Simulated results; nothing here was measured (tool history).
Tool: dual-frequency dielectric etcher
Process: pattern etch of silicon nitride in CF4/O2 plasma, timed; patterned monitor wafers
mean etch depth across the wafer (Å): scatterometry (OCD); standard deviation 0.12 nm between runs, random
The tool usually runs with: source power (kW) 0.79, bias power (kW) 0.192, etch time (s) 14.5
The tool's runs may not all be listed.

run   hour  source power (kW)  bias power (kW)  etch time (s)  read-back reference wafer on the same gauge, depth_nm  mean etch depth across the wafer (Å)
  1      0               0.88            0.226           14.5                                                  38.08                                 518.2
  2   14.8               0.95            0.166           14.5                                                  38.09                                   513
  3   22.3               0.79            0.206           14.5                                                   38.1                                 449.6
  4   29.9               0.79            0.206           14.5                                                  38.09                                 449.9
  5   40.1               0.79            0.192           14.5                                                   38.1                                 440.5
  6   53.8               0.79            0.192           14.5                                                  38.11                                 438.4
  7   61.4               0.64            0.192           14.5                                                  38.12                                 351.2
  8   68.8               0.79            0.192           14.5                                                   38.1                                 440.2
  9     82               0.71            0.212           14.5                                                  38.11                                 402.3
 10   89.6               0.71            0.212           14.5                                                  38.09                                 404.5
 11  103.5               0.71            0.212           14.5                                                  38.09                                 401.5
 12    112               0.79            0.192           14.5                                                  38.09                                   435
 13  126.7               0.79            0.192           14.5                                                  38.09                                 436.6
 14    138               0.79            0.155             12                                                  38.11                                 338.3
     144.1  -- source power generator calibrated
     164.7  -- wet clean of the chamber
 15  165.2               0.79            0.218           11.5                                                  38.09                                 374.2
 16  165.5               0.79            0.192           14.5                                                   38.1                                 454.1
 17  165.8               0.79            0.158             16                                                   38.1                                 475.3
 18  166.1               0.85            0.173             10                                                  38.09                                 327.4
     206.7  -- upper electrode replaced
 19  207.2               0.95            0.158             11                                                  38.11                                 392.1
 20  207.5               0.79            0.209           14.5                                                   38.1                                 467.7
 21  207.8               0.79            0.192           14.5                                                  38.12                                 452.4
 22  219.4               0.88            0.168           14.5                                                  38.11                                   488
     232.5  -- gauge calibrated
     242.7  -- bias power generator calibrated
 23  243.2               0.85            0.173             10                                                   38.1                                 325.8
 24  249.1               0.65            0.226           15.5                                                  38.08                                 411.4
 25  261.4               0.79            0.192             12                                                   38.1                                 372.1
 26  270.9               0.79            0.192           14.5                                                  38.11                                 450.9
 27  282.5               0.98            0.192           14.5                                                   38.1                                 560.4
 28  327.6               0.79            0.175           14.5                                                  38.12                                   437
 29  337.8               0.79            0.213           14.5                                                   38.1                                   458

Alternative continuations, all from the tool just after run 29; predict every row:
  A  338.2               0.79            0.192           14.5                                                      ?                                     ?
  B  338.2                0.6            0.192           14.5                                                      ?                                     ?
  C  338.2               0.79             0.15           14.5                                                      ?                                     ?
  D  338.2               0.96            0.192           16.5                                                      ?                                     ?

run  read-back reference wafer on the same gauge, depth_nm  mean etch depth across the wafer (Å)
  A                                                   38.1                                 444.4
  B                                                   38.1                                 330.3
  C                                                   38.1                                 414.4
  D                                                   38.1                                 618.1
Take away the tool's hidden state, keep each run's random variation, and the runs would have read:
run  mean etch depth across the wafer (Å)
  A                                 455.5
  B                                 338.5
  C                                 424.7
  D                                 633.5
